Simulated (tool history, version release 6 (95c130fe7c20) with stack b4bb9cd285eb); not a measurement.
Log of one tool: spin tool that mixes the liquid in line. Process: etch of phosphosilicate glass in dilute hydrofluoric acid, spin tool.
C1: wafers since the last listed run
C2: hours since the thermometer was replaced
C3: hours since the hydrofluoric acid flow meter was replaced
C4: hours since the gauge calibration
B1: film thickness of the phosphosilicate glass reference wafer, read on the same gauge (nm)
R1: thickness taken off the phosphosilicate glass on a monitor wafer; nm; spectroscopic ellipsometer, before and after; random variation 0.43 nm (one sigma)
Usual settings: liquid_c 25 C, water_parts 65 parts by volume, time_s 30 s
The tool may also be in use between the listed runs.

{"run": 1, "hour": 0.0, "liquid_c": 25, "water_parts": 55, "time_s": 30, "C1": 0, "C2": 1959.4, "C3": 1487.5, "C4": 39.1, "B1": 149.97, "R1": 69.35}
{"run": 2, "hour": 13.6, "liquid_c": 25, "water_parts": 65, "time_s": 30, "C1": 157, "C2": 1973, "C3": 1501.1, "C4": 52.7, "B1": 150.01, "R1": 58.4}
{"run": 3, "hour": 27.1, "liquid_c": 25, "water_parts": 65, "time_s": 30, "C1": 156, "C2": 1986.5, "C3": 1514.6, "C4": 66.2, "B1": 150.01, "R1": 58.87}
{"run": 4, "hour": 45.0, "liquid_c": 25, "water_parts": 65, "time_s": 30, "C1": 207, "C2": 2004.4, "C3": 1532.5, "C4": 84.1, "B1": 150.05, "R1": 58.56}
{"run": 5, "hour": 52.6, "liquid_c": 25, "water_parts": 65, "time_s": 30, "C1": 88, "C2": 2012, "C3": 1540.1, "C4": 91.7, "B1": 149.99, "R1": 58.25}
{"run": 6, "hour": 69.4, "liquid_c": 25, "water_parts": 65, "time_s": 30, "C1": 194, "C2": 2028.8, "C3": 1556.9, "C4": 108.5, "B1": 149.97, "R1": 58.15}
{"run": 7, "hour": 79.6, "liquid_c": 25, "water_parts": 65, "time_s": 30, "C1": 118, "C2": 2039, "C3": 1567.1, "C4": 118.7, "B1": 150.01, "R1": 58.9}
{"run": 8, "hour": 95.6, "liquid_c": 25, "water_parts": 65, "time_s": 30, "C1": 185, "C2": 2055, "C3": 1583.1, "C4": 134.7, "B1": 150.01, "R1": 58.51}
{"run": 9, "hour": 103.1, "liquid_c": 25, "water_parts": 65, "time_s": 30, "C1": 86, "C2": 2062.5, "C3": 1590.6, "C4": 142.2, "B1": 150.02, "R1": 58.25}
{"run": 10, "hour": 114.2, "liquid_c": 25, "water_parts": 65, "time_s": 30, "C1": 128, "C2": 2073.6, "C3": 1601.7, "C4": 153.3, "B1": 150.03, "R1": 58.35}
{"hour": 126.3, "done": "thermometer replaced"}
{"run": 11, "hour": 128.1, "liquid_c": 25, "water_parts": 65, "time_s": 30, "C1": 149, "C2": 1.8, "C3": 1615.6, "C4": 167.2, "B1": 150.05, "R1": 57.99}
{"run": 12, "hour": 137.5, "liquid_c": 25, "water_parts": 65, "time_s": 30, "C1": 108, "C2": 11.2, "C3": 1625, "C4": 176.6, "B1": 150, "R1": 58.64}
{"hour": 152.6, "done": "hydrofluoric acid flow meter replaced"}
{"run": 13, "hour": 153.4, "liquid_c": 25, "water_parts": 65, "time_s": 30, "C1": 172, "C2": 27.1, "C3": 0.8, "C4": 192.5, "B1": 150, "R1": 66.23}
{"run": 14, "hour": 164.9, "liquid_c": 25, "water_parts": 65, "time_s": 30, "C1": 133, "C2": 38.6, "C3": 12.3, "C4": 204, "B1": 149.97, "R1": 65.53}
{"run": 15, "hour": 173.6, "liquid_c": 25, "water_parts": 50, "time_s": 30, "C1": 100, "C2": 47.3, "C3": 21, "C4": 212.7, "B1": 149.99, "R1": 87.38}
{"run": 16, "hour": 190.1, "liquid_c": 28.5, "water_parts": 65, "time_s": 30, "C1": 191, "C2": 63.8, "C3": 37.5, "C4": 229.2, "B1": 149.99, "R1": 75.68}
{"run": 17, "hour": 205.4, "liquid_c": 25, "water_parts": 95, "time_s": 45, "C1": 177, "C2": 79.1, "C3": 52.8, "C4": 244.5, "B1": 150, "R1": 64.12}
{"hour": 208.0, "done": "gauge calibrated"}
{"run": 18, "hour": 213.0, "liquid_c": 25, "water_parts": 65, "time_s": 30, "C1": 88, "C2": 86.7, "C3": 60.4, "C4": 5, "B1": 149.99, "R1": 65.33}
{"run": 19, "hour": 220.4, "liquid_c": 25, "water_parts": 65, "time_s": 15, "C1": 85, "C2": 94.1, "C3": 67.8, "C4": 12.4, "B1": 150.01, "R1": 32.37}
{"run": 20, "hour": 234.3, "liquid_c": 22.5, "water_parts": 80, "time_s": 45, "C1": 161, "C2": 108, "C3": 81.7, "C4": 26.3, "B1": 149.95, "R1": 70.96}
{"run": 21, "hour": 243.5, "liquid_c": 25, "water_parts": 65, "time_s": 30, "C1": 106, "C2": 117.2, "C3": 90.9, "C4": 35.5, "B1": 150.03, "R1": 65.52}
{"run": 22, "hour": 255.6, "liquid_c": 22.5, "water_parts": 65, "time_s": 30, "C1": 140, "C2": 129.3, "C3": 103, "C4": 47.6, "B1": 149.98, "R1": 59.07}
{"run": 23, "hour": 268.6, "liquid_c": 25, "water_parts": 50, "time_s": 35, "C1": 150, "C2": 142.3, "C3": 116, "C4": 60.6, "B1": 150.07, "R1": 101.06}
{"run": 24, "hour": 282.4, "liquid_c": 25, "water_parts": 65, "time_s": 30, "C1": 159, "C2": 156.1, "C3": 129.8, "C4": 74.4, "B1": 150, "R1": 65.04}
{"run": 25, "hour": 327.0, "liquid_c": 21.5, "water_parts": 75, "time_s": 40, "C1": 516, "C2": 200.7, "C3": 174.4, "C4": 119, "B1": 149.97, "R1": 64.12}
{"run": 26, "hour": 342.5, "liquid_c": 20.5, "water_parts": 55, "time_s": 20, "C1": 179, "C2": 216.2, "C3": 189.9, "C4": 134.5, "B1": 149.99, "R1": 43.16}
{"run": 27, "hour": 358.1, "liquid_c": 27.5, "water_parts": 45, "time_s": 35, "C1": 180, "C2": 231.8, "C3": 205.5, "C4": 150.1, "B1": 149.97, "R1": 124.14}
{"run": 28, "hour": 369.0, "liquid_c": 21, "water_parts": 90, "time_s": 30, "C1": 126, "C2": 242.7, "C3": 216.4, "C4": 161, "B1": 150, "R1": 38.01}
{"run": 29, "hour": 380.6, "liquid_c": 28.5, "water_parts": 85, "time_s": 15, "C1": 134, "C2": 254.3, "C3": 228, "C4": 172.6, "B1": 150.03, "R1": 27.4}
{"run": 30, "hour": 393.2, "liquid_c": 25, "water_parts": 35, "time_s": 30, "C1": 146, "C2": 266.9, "C3": 240.6, "C4": 185.2, "B1": 149.98, "R1": 124.62}

What the log doesn't show, run by run:
liquid colder than its thermometer reads (K): 0 in every run
gauge reads high (%): 0 in every run
H1: hydrofluoric acid flow below the setpoint (%)
run=1 H1=11.1
run=2 H1=11.2
run=3 H1=11.3
run=4 H1=11.4
run=5 H1=11.5
run=6 H1=11.6
run=7 H1=11.7
run=8 H1=11.8
run=9 H1=11.9
run=10 H1=11.9
run=11 H1=12
run=12 H1=12.1
run=13 H1=1.44
run=14 H1=1.53
run=15 H1=1.59
run=16 H1=1.71
run=17 H1=1.82
run=18 H1=1.87
run=19 H1=1.93
run=20 H1=2.03
run=21 H1=2.09
run=22 H1=2.18
run=23 H1=2.27
run=24 H1=2.37
run=25 H1=2.69
run=26 H1=2.8
run=27 H1=2.91
run=28 H1=2.99
run=29 H1=3.08
run=30 H1=3.17

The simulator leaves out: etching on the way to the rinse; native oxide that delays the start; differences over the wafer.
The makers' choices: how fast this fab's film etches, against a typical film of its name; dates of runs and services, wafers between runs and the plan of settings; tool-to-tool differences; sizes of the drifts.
